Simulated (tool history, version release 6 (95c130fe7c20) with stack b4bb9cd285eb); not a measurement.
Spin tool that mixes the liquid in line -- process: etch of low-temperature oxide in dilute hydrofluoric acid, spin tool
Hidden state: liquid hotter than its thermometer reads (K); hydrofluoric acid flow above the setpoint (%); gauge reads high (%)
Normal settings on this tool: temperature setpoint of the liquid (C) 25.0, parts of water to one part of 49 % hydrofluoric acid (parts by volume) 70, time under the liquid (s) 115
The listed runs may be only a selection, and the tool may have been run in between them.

run    hour  temperature setpoint of the liquid (C)  parts of water to one part of 49 % hydrofluoric acid (parts by volume)  time under the liquid (s)  wafers since the last listed run  hours since the thermometer was replaced  hours since the hydrofluoric acid flow meter was replaced  hours since the gauge calibration  read-back film thickness of the low-temperature oxide reference wafer, read on the same gauge (nm)  thickness taken off the low-temperature oxide on a monitor wafer (nm)
  1     0.0                                    29.0                                                                      70                        115                                 0                                     472.8                                                      853.2                             1703.8                                                                                              120.02                                                                  33.15
  2   103.1                                    29.0                                                                      70                        115                              1249                                     575.9                                                      956.3                             1806.9                                                                                              120.03                                                                  33.19
      122.5  -- thermometer replaced
  3   178.4                                    22.5                                                                      70                         90                               900                                      55.9                                                     1031.6                             1882.2                                                                                              120.03                                                                  19.98
  4   224.5                                    25.0                                                                      70                        115                               558                                     102.0                                                     1077.7                             1928.3                                                                                              119.99                                                                  28.39
  5   261.0                                    25.0                                                                      70                        115                               442                                     138.5                                                     1114.2                             1964.8                                                                                              120.01                                                                  28.39
  6   312.5                                    25.0                                                                      70                        115                               624                                     190.0                                                     1165.7                             2016.3                                                                                              120.02                                                                  28.54
  7   353.3                                    25.0                                                                      70                        115                               494                                     230.8                                                     1206.5                             2057.1                                                                                              119.99                                                                  28.36
  8   403.2                                    25.0                                                                      70                        115                               604                                     280.7                                                     1256.4                             2107.0                                                                                              120.00                                                                  28.43
  9   471.3                                    21.5                                                                      70                        115                               825                                     348.8                                                     1324.5                             2175.1                                                                                              119.99                                                                  24.51
 10   548.5                                    21.5                                                                      70                        115                               935                                     426.0                                                     1401.7                             2252.3                                                                                              119.98                                                                  24.61
      602.0  -- hydrofluoric acid flow meter replaced
 11   609.6                                    21.5                                                                      70                        115                               728                                     487.1                                                        7.6                             2313.4                                                                                              119.99                                                                  24.52
      701.9  -- gauge calibrated
 12   703.4                                    25.0                                                                      70                        115                              1137                                     580.9                                                      101.4                                1.5                                                                                              120.01                                                                  28.37
 13   769.1                                    25.0                                                                      70                        115                               796                                     646.6                                                      167.1                               67.2                                                                                              119.99                                                                  28.45
      784.6  -- thermometer replaced
 14   819.7                                    21.5                                                                      70                        175                               601                                      35.1                                                      217.7                              117.8                                                                                              119.99                                                                  37.43
 15   906.0                                    28.5                                                                      85                        155                              1046                                     121.4                                                      304.0                              204.1                                                                                              119.96                                                                  35.20
 16   997.5                                    23.0                                                                      35                         65                              1109                                     212.9                                                      395.5                              295.6                                                                                              119.99                                                                  30.96
 17  1097.3                                    25.0                                                                      70                        115                              1209                                     312.7                                                      495.3                              395.4                                                                                              120.00                                                                  28.56
 18  1148.5                                    27.0                                                                      40                        165                               620                                     363.9                                                      546.5                              446.6                                                                                              119.99                                                                  80.90
 19  1218.4                                    29.5                                                                      70                        115                               847                                     433.8                                                      616.4                              516.5                                                                                              119.98                                                                  34.09
 20  1321.6                                    21.5                                                                      70                        115                              1251                                     537.0                                                      719.6                              619.7                                                                                              119.97                                                                  24.64
 21  1363.4                                    23.5                                                                      70                        115                               506                                     578.8                                                      761.4                              661.5                                                                                              119.99                                                                  26.69
 22  1404.3                                    22.5                                                                     105                        160                               495                                     619.7                                                      802.3                              702.4                                                                                              120.03                                                                  22.90
 23  1445.7                                    25.0                                                                      85                         70                               501                                     661.1                                                      843.7                              743.8                                                                                              120.01                                                                  13.80
     1468.9  -- thermometer replaced
 24  1487.8                                    25.0                                                                      45                        115                               498                                      18.9                                                      885.8                              785.9                                                                                              119.97                                                                  46.03
 25  1595.3                                    25.0                                                                      70                        115                              1303                                     126.4                                                      993.3                              893.4                                                                                              119.99                                                                  28.30
 26  1699.5                                    25.0                                                                     100                         85                              1263                                     230.6                                                     1097.5                              997.6                                                                                              120.00                                                                  14.36
 27  1772.8                                    29.0                                                                     105                        175                               888                                     303.9                                                     1170.8                             1070.9                                                                                              119.98                                                                  32.18
 28  2002.0                                    25.0                                                                      70                        115                              2778                                     533.1                                                     1400.0                             1300.1                                                                                              119.99                                                                  28.39
 29  2071.9                                    25.0                                                                      95                         80                               847                                     603.0                                                     1469.9                             1370.0                                                                                              120.00                                                                  14.21
     2101.0  -- hydrofluoric acid flow meter replaced
 30  2115.2                                    29.0                                                                      85                        145                               512                                     646.3                                                       14.2                             1413.3                                                                                              120.02                                                                  34.02
     2145.4  -- thermometer replaced
 31  2174.7                                    25.0                                                                      55                        115                               709                                      29.3                                                       73.7                             1472.8                                                                                              120.00                                                                  37.33
 32  2234.7                                    22.0                                                                      70                        115                               727                                      89.3                                                      133.7                             1532.8                                                                                              120.00                                                                  25.30
 33  2305.0                                    26.5                                                                      55                        145                               852                                     159.6                                                      204.0                             1603.1                                                                                              119.98                                                                  49.50

Hidden state, per run?
liquid hotter than its thermometer reads (K): 0 across all the runs
hydrofluoric acid flow above the setpoint (%): 0 across all the runs
gauge reads high (%): 0 across all the runs
